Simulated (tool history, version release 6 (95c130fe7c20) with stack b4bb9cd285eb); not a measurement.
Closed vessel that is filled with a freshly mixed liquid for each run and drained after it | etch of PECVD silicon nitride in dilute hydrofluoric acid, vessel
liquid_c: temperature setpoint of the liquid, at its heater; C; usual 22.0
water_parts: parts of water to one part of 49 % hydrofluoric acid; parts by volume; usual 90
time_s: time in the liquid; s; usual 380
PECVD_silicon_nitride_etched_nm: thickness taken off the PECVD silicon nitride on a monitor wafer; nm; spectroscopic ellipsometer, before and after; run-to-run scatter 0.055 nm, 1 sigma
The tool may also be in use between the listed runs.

run	hour	liquid_c	water_parts	time_s	read-back film thickness of the PECVD silicon nitride reference wafer, read on the same gauge (nm)	PECVD_silicon_nitride_etched_nm
1	0.0	22.0	70	380	140.02	8.65
2	88.4	22.0	90	460	140.02	8.25
# hour 129.8: hydrofluoric acid flow meter replaced
3	170.2	22.0	90	460	140.00	7.93
4	246.7	22.0	80	380	139.98	7.41
# hour 280.6: gauge calibrated
5	288.6	22.0	90	380	139.98	6.57
6	345.5	22.0	90	380	139.99	6.63
7	402.7	22.0	90	380	140.00	6.61
8	488.2	22.0	90	380	140.00	6.56
# hour 533.6: thermometer replaced
9	560.2	20.0	135	225	140.01	2.30
10	624.0	26.0	130	380	139.96	6.01
11	719.0	18.0	110	485	140.04	5.36
12	797.4	22.0	55	450	140.00	12.62
13	836.9	22.0	90	380	140.00	6.60
14	899.1	25.5	65	310	139.98	9.45
15	945.0	18.5	50	380	140.00	9.39
16	1000.9	18.5	75	470	139.99	7.80
17	1074.5	22.0	90	380	140.00	6.74
18	1151.1	22.0	90	240	139.99	4.25
19	1255.9	24.5	90	225	139.95	4.74
20	1328.8	18.0	110	485	140.00	5.53
21	1377.7	24.0	110	575	140.01	9.64
22	1484.2	22.0	90	380	140.04	6.72
23	1641.3	19.0	50	220	139.98	5.76
24	1702.3	26.0	65	550	140.03	17.95
# hour 1743.3: hydrofluoric acid flow meter replaced
25	1787.4	26.5	45	475	140.02	21.42
26	1860.6	18.5	50	380	139.99	9.12
27	1937.8	18.0	110	485	139.97	5.32
28	2002.0	17.5	75	555	139.96	8.34
29	2073.9	22.0	90	605	139.97	10.41
30	2147.3	22.0	90	380	140.03	6.58
31	2249.2	19.5	90	455	139.99	6.66

Branching from run 31: 5 alternative next runs. What would each branch give?
A	2250.0	22.0	110	380	?	?
B	2250.0	22.0	110	465	?	?
C	2250.0	20.0	135	465	?	?
D	2250.0	23.5	90	380	?	?
E	2250.0	23.5	75	575	?	?

run	read-back film thickness of the PECVD silicon nitride reference wafer, read on the same gauge (nm)	PECVD_silicon_nitride_etched_nm
A	139.98	5.38
B	139.98	6.58
C	139.98	4.71
D	139.98	7.24
E	139.98	13.10
Stripped of hidden state, with their random variation kept, the same runs would have yielded:
run	PECVD_silicon_nitride_etched_nm
A	5.21
B	6.38
C	4.57
D	7.02
E	12.71
